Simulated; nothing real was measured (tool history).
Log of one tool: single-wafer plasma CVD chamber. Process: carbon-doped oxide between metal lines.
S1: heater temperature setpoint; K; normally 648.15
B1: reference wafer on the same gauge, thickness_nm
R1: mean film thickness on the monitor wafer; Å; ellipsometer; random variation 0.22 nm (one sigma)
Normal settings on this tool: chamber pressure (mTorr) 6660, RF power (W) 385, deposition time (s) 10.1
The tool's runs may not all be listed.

{"run": 1, "day": 0.0, "S1": 648.15, "chamber pressure (mTorr)": 6660, "RF power (W)": 440, "deposition time (s)": 10.1, "B1": 40.385, "R1": 431.34}
{"run": 2, "day": 1.975, "S1": 648.15, "chamber pressure (mTorr)": 6660, "RF power (W)": 440, "deposition time (s)": 10.1, "B1": 40.365, "R1": 425.67}
{"run": 3, "day": 4.396, "S1": 648.15, "chamber pressure (mTorr)": 6660, "RF power (W)": 440, "deposition time (s)": 10.1, "B1": 40.345, "R1": 423.4}
{"run": 4, "day": 6.954, "S1": 648.15, "chamber pressure (mTorr)": 6660, "RF power (W)": 385, "deposition time (s)": 11.4, "B1": 40.454, "R1": 423.18}
{"run": 5, "day": 8.021, "S1": 648.15, "chamber pressure (mTorr)": 6660, "RF power (W)": 385, "deposition time (s)": 11.4, "B1": 40.385, "R1": 419.5}
{"day": 8.6, "done": "thermocouple changed; heater temperature recalibrated"}
{"run": 6, "day": 10.129, "S1": 648.15, "chamber pressure (mTorr)": 6660, "RF power (W)": 385, "deposition time (s)": 11.4, "B1": 40.369, "R1": 419.48}
{"run": 7, "day": 12.821, "S1": 648.15, "chamber pressure (mTorr)": 6660, "RF power (W)": 325, "deposition time (s)": 11.3, "B1": 40.39, "R1": 347.6}
{"run": 8, "day": 14.067, "S1": 648.15, "chamber pressure (mTorr)": 6660, "RF power (W)": 325, "deposition time (s)": 11.3, "B1": 40.372, "R1": 349.11}
{"day": 16.221, "done": "RF generator calibrated, repeated, since the last time left the tool worse"}
{"run": 9, "day": 16.242, "S1": 648.15, "chamber pressure (mTorr)": 6660, "RF power (W)": 445, "deposition time (s)": 10.1, "B1": 40.458, "R1": 468.37}
{"run": 10, "day": 18.208, "S1": 648.15, "chamber pressure (mTorr)": 6660, "RF power (W)": 385, "deposition time (s)": 10.1, "B1": 40.334, "R1": 407.56}
{"day": 22.312, "done": "showerhead replaced"}
{"run": 11, "day": 24.158, "S1": 638.15, "chamber pressure (mTorr)": 6660, "RF power (W)": 385, "deposition time (s)": 8.2, "B1": 40.405, "R1": 340.99}
{"run": 12, "day": 25.162, "S1": 662.15, "chamber pressure (mTorr)": 7690, "RF power (W)": 410, "deposition time (s)": 12.0, "B1": 40.38, "R1": 500.37}
{"run": 13, "day": 27.033, "S1": 648.15, "chamber pressure (mTorr)": 6660, "RF power (W)": 385, "deposition time (s)": 10.1, "B1": 40.363, "R1": 405.47}
{"day": 28.658, "done": "capacitance manometer re-zeroed and calibrated"}
{"run": 14, "day": 29.162, "S1": 648.15, "chamber pressure (mTorr)": 6660, "RF power (W)": 325, "deposition time (s)": 11.3, "B1": 40.395, "R1": 380.34}
{"day": 29.333, "done": "gauge calibrated"}
{"run": 15, "day": 31.404, "S1": 648.15, "chamber pressure (mTorr)": 6660, "RF power (W)": 385, "deposition time (s)": 11.6, "B1": 40.306, "R1": 458.84}
{"run": 16, "day": 33.075, "S1": 636.15, "chamber pressure (mTorr)": 6660, "RF power (W)": 385, "deposition time (s)": 9.4, "B1": 40.448, "R1": 386.84}
{"run": 17, "day": 34.658, "S1": 648.15, "chamber pressure (mTorr)": 7830, "RF power (W)": 430, "deposition time (s)": 10.1, "B1": 40.411, "R1": 452.87}
{"run": 18, "day": 36.196, "S1": 648.15, "chamber pressure (mTorr)": 6660, "RF power (W)": 385, "deposition time (s)": 10.1, "B1": 40.329, "R1": 399.26}
{"run": 19, "day": 38.917, "S1": 648.15, "chamber pressure (mTorr)": 6660, "RF power (W)": 385, "deposition time (s)": 10.1, "B1": 40.425, "R1": 399.77}
{"run": 20, "day": 41.238, "S1": 648.15, "chamber pressure (mTorr)": 6660, "RF power (W)": 385, "deposition time (s)": 10.1, "B1": 40.329, "R1": 398.73}
{"run": 21, "day": 42.442, "S1": 648.15, "chamber pressure (mTorr)": 5100, "RF power (W)": 385, "deposition time (s)": 10.1, "B1": 40.404, "R1": 378.73}
{"run": 22, "day": 44.296, "S1": 648.15, "chamber pressure (mTorr)": 6660, "RF power (W)": 385, "deposition time (s)": 8.8, "B1": 40.428, "R1": 346.83}
{"run": 23, "day": 47.146, "S1": 635.15, "chamber pressure (mTorr)": 6660, "RF power (W)": 415, "deposition time (s)": 11.2, "B1": 40.372, "R1": 487.53}
{"run": 24, "day": 49.462, "S1": 648.15, "chamber pressure (mTorr)": 6660, "RF power (W)": 455, "deposition time (s)": 10.1, "B1": 40.426, "R1": 461.33}
{"run": 25, "day": 51.033, "S1": 648.15, "chamber pressure (mTorr)": 6660, "RF power (W)": 385, "deposition time (s)": 10.1, "B1": 40.336, "R1": 396.12}
{"day": 51.4, "done": "RF generator calibrated"}
{"day": 52.433, "done": "thermocouple changed; heater temperature recalibrated"}
{"run": 26, "day": 52.896, "S1": 652.15, "chamber pressure (mTorr)": 6660, "RF power (W)": 440, "deposition time (s)": 10.1, "B1": 40.348, "R1": 457.28}
{"run": 27, "day": 55.642, "S1": 660.15, "chamber pressure (mTorr)": 6660, "RF power (W)": 385, "deposition time (s)": 10.1, "B1": 40.398, "R1": 398.3}

Branching from run 27: 5 alternative next runs. What would each branch give?
{"run": "A", "day": 55.658, "S1": 648.15, "chamber pressure (mTorr)": 6660, "RF power (W)": 385, "deposition time (s)": 11.3, "B1": "?", "R1": "?"}
{"run": "B", "day": 55.658, "S1": 643.15, "chamber pressure (mTorr)": 7990, "RF power (W)": 320, "deposition time (s)": 9.0, "B1": "?", "R1": "?"}
{"run": "C", "day": 55.658, "S1": 659.15, "chamber pressure (mTorr)": 6660, "RF power (W)": 420, "deposition time (s)": 10.1, "B1": "?", "R1": "?"}
{"run": "D", "day": 55.658, "S1": 648.15, "chamber pressure (mTorr)": 6660, "RF power (W)": 335, "deposition time (s)": 10.1, "B1": "?", "R1": "?"}
{"run": "E", "day": 55.658, "S1": 643.15, "chamber pressure (mTorr)": 6660, "RF power (W)": 385, "deposition time (s)": 10.1, "B1": "?", "R1": "?"}

run=A B1=40.351 R1=454.84
run=B B1=40.351 R1=309.00
run=C B1=40.351 R1=431.07
run=D B1=40.351 R1=353.88
run=E B1=40.351 R1=412.46
Take away the tool's hidden state, keep each run's random variation, and the runs would have read:
run=A R1=459.49
run=B R1=312.30
run=C R1=435.32
run=D R1=357.51
run=E R1=416.68
